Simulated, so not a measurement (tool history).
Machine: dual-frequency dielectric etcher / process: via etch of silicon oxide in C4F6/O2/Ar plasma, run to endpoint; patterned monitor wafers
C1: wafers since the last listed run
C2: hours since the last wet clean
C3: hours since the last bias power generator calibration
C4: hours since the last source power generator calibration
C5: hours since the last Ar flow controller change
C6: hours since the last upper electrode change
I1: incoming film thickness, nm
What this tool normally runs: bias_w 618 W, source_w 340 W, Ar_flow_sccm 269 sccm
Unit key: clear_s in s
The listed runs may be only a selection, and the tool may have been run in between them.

Run 1, hour 0.0: usual settings but bias_w 703 W, Ar_flow_sccm 290 sccm; C1 0; C2 132.9; C3 1567.2; C4 4291.1; C5 2555.0; C6 4530.6; I1 82.3. Result: clear_s 17.5 s.
Run 2, hour 16.5: usual settings but bias_w 703 W, Ar_flow_sccm 290 sccm; C1 305; C2 149.4; C3 1583.7; C4 4307.6; C5 2571.5; C6 4547.1; I1 82.8. Result: clear_s 18.0 s.
Run 3, hour 33.2: usual settings but bias_w 703 W, Ar_flow_sccm 290 sccm; C1 308; C2 166.1; C3 1600.4; C4 4324.3; C5 2588.2; C6 4563.8; I1 82.3. Result: clear_s 17.4 s.
Run 4, hour 39.6: usual settings but source_w 360 W, Ar_flow_sccm 250 sccm; C1 118; C2 172.5; C3 1606.8; C4 4330.7; C5 2594.6; C6 4570.2; I1 82.4. Result: clear_s 18.1 s.
Run 5, hour 51.2: usual settings but source_w 360 W, Ar_flow_sccm 250 sccm; C1 214; C2 184.1; C3 1618.4; C4 4342.3; C5 2606.2; C6 4581.8; I1 81.5. Result: clear_s 17.8 s.
Run 6, hour 66.9: usual settings but Ar_flow_sccm 300 sccm; C1 290; C2 199.8; C3 1634.1; C4 4358.0; C5 2621.9; C6 4597.5; I1 82.8. Result: clear_s 18.7 s.
Run 7, hour 93.9: usual settings but Ar_flow_sccm 300 sccm; C1 499; C2 226.8; C3 1661.1; C4 4385.0; C5 2648.9; C6 4624.5; I1 82.4. Result: clear_s 18.9 s.
Run 8, hour 104.3: usual settings; C1 192; C2 237.2; C3 1671.5; C4 4395.4; C5 2659.3; C6 4634.9; I1 81.9. Result: clear_s 18.6 s.
Run 9, hour 122.2: usual settings; C1 330; C2 255.1; C3 1689.4; C4 4413.3; C5 2677.2; C6 4652.8; I1 82.0. Result: clear_s 19.0 s.
Run 10, hour 130.8: usual settings; C1 159; C2 263.7; C3 1698.0; C4 4421.9; C5 2685.8; C6 4661.4; I1 83.5. Result: clear_s 18.9 s.
Run 11, hour 139.6: usual settings; C1 162; C2 272.5; C3 1706.8; C4 4430.7; C5 2694.6; C6 4670.2; I1 82.5. Result: clear_s 18.4 s.
Run 12, hour 149.0: usual settings; C1 173; C2 281.9; C3 1716.2; C4 4440.1; C5 2704.0; C6 4679.6; I1 82.3. Result: clear_s 18.7 s.
At hour 159.3: Ar flow controller replaced.
Run 13, hour 159.8: usual settings; C1 88; C2 292.7; C3 1727.0; C4 4450.9; C5 0.5; C6 4690.4; I1 81.6. Result: clear_s 18.5 s.
Run 14, hour 165.8: usual settings; C1 110; C2 298.7; C3 1733.0; C4 4456.9; C5 6.5; C6 4696.4; I1 82.8. Result: clear_s 18.7 s.
At hour 181.0: source power generator calibrated.
Run 15, hour 183.0: usual settings but bias_w 547 W, source_w 390 W; C1 244; C2 315.9; C3 1750.2; C4 2.0; C5 23.7; C6 4713.6; I1 82.2. Result: clear_s 19.2 s.
At hour 213.7: upper electrode replaced.
At hour 233.6: wet clean of the chamber.
Run 16, hour 234.1: usual settings; C1 133; C2 0.5; C3 1801.3; C4 53.1; C5 74.8; C6 20.4; I1 82.1. Result: clear_s 18.8 s.
Run 17, hour 234.4: usual settings but bias_w 720 W, source_w 410 W, Ar_flow_sccm 298 sccm; C1 5; C2 0.8; C3 1801.6; C4 53.4; C5 75.1; C6 20.7; I1 82.6. Result: clear_s 16.9 s.
Run 18, hour 237.0: usual settings; C1 48; C2 3.4; C3 1804.2; C4 56.0; C5 77.7; C6 23.3; I1 83.0. Result: clear_s 18.8 s.
Run 19, hour 250.5: usual settings but bias_w 674 W, Ar_flow_sccm 207 sccm; C1 249; C2 16.9; C3 1817.7; C4 69.5; C5 91.2; C6 36.8; I1 82.9. Result: clear_s 17.6 s.
Run 20, hour 260.2: usual settings but Ar_flow_sccm 222 sccm; C1 179; C2 26.6; C3 1827.4; C4 79.2; C5 100.9; C6 46.5; I1 82.7. Result: clear_s 18.5 s.
At hour 272.9: bias power generator calibrated.
Run 21, hour 273.4: usual settings but bias_w 468 W, source_w 300 W, Ar_flow_sccm 251 sccm; C1 170; C2 39.8; C3 0.5; C4 92.4; C5 114.1; C6 59.7; I1 81.9. Result: clear_s 21.4 s.
Run 22, hour 283.5: usual settings but bias_w 703 W, Ar_flow_sccm 290 sccm; C1 186; C2 49.9; C3 10.6; C4 102.5; C5 124.2; C6 69.8; I1 82.4. Result: clear_s 17.9 s.
Run 23, hour 299.7: usual settings but bias_w 530 W, source_w 310 W; C1 299; C2 66.1; C3 26.8; C4 118.7; C5 140.4; C6 86.0; I1 81.9. Result: clear_s 20.4 s.
Run 24, hour 312.1: usual settings but bias_w 703 W, Ar_flow_sccm 290 sccm; C1 229; C2 78.5; C3 39.2; C4 131.1; C5 152.8; C6 98.4; I1 82.5. Result: clear_s 17.9 s.
Run 25, hour 325.3: usual settings but source_w 270 W, Ar_flow_sccm 222 sccm; C1 244; C2 91.7; C3 52.4; C4 144.3; C5 166.0; C6 111.6; I1 81.9. Result: clear_s 19.5 s.
Run 26, hour 336.0: usual settings; C1 197; C2 102.4; C3 63.1; C4 155.0; C5 176.7; C6 122.3; I1 82.3. Result: clear_s 18.8 s.
Run 27, hour 352.0: usual settings but bias_w 766 W, Ar_flow_sccm 295 sccm; C1 295; C2 118.4; C3 79.1; C4 171.0; C5 192.7; C6 138.3; I1 83.1. Result: clear_s 17.4 s.
Run 28, hour 363.4: usual settings but source_w 300 W; C1 210; C2 129.8; C3 90.5; C4 182.4; C5 204.1; C6 149.7; I1 82.2. Result: clear_s 19.4 s.
Run 29, hour 369.8: usual settings but source_w 390 W, Ar_flow_sccm 330 sccm; C1 118; C2 136.2; C3 96.9; C4 188.8; C5 210.5; C6 156.1; I1 83.0. Result: clear_s 18.5 s.
Run 30, hour 375.8: usual settings but bias_w 558 W, Ar_flow_sccm 313 sccm; C1 110; C2 142.2; C3 102.9; C4 194.8; C5 216.5; C6 162.1; I1 83.2. Result: clear_s 20.2 s.

Below are 3 alternative next runs, each starting from the tool's condition after run 30. Predict each:
Run A, hour 376.2: usual settings; C1 7; C2 142.6; C3 103.3; C4 195.2; C5 216.9; C6 162.5; I1 83.1. Result: clear_s ?.
Run B, hour 376.2: usual settings but bias_w 674 W, Ar_flow_sccm 309 sccm; C1 7; C2 142.6; C3 103.3; C4 195.2; C5 216.9; C6 162.5; I1 83.1. Result: clear_s ?.
Run C, hour 376.2: usual settings but bias_w 676 W, source_w 300 W, Ar_flow_sccm 224 sccm; C1 7; C2 142.6; C3 103.3; C4 195.2; C5 216.9; C6 162.5; I1 83.1. Result: clear_s ?.

run  clear_s
  A     18.9
  B     18.4
  C     18.4
With no hidden state in the tool, these same runs would have given:
run  clear_s
  A     18.9
  B     18.4
  C     18.4
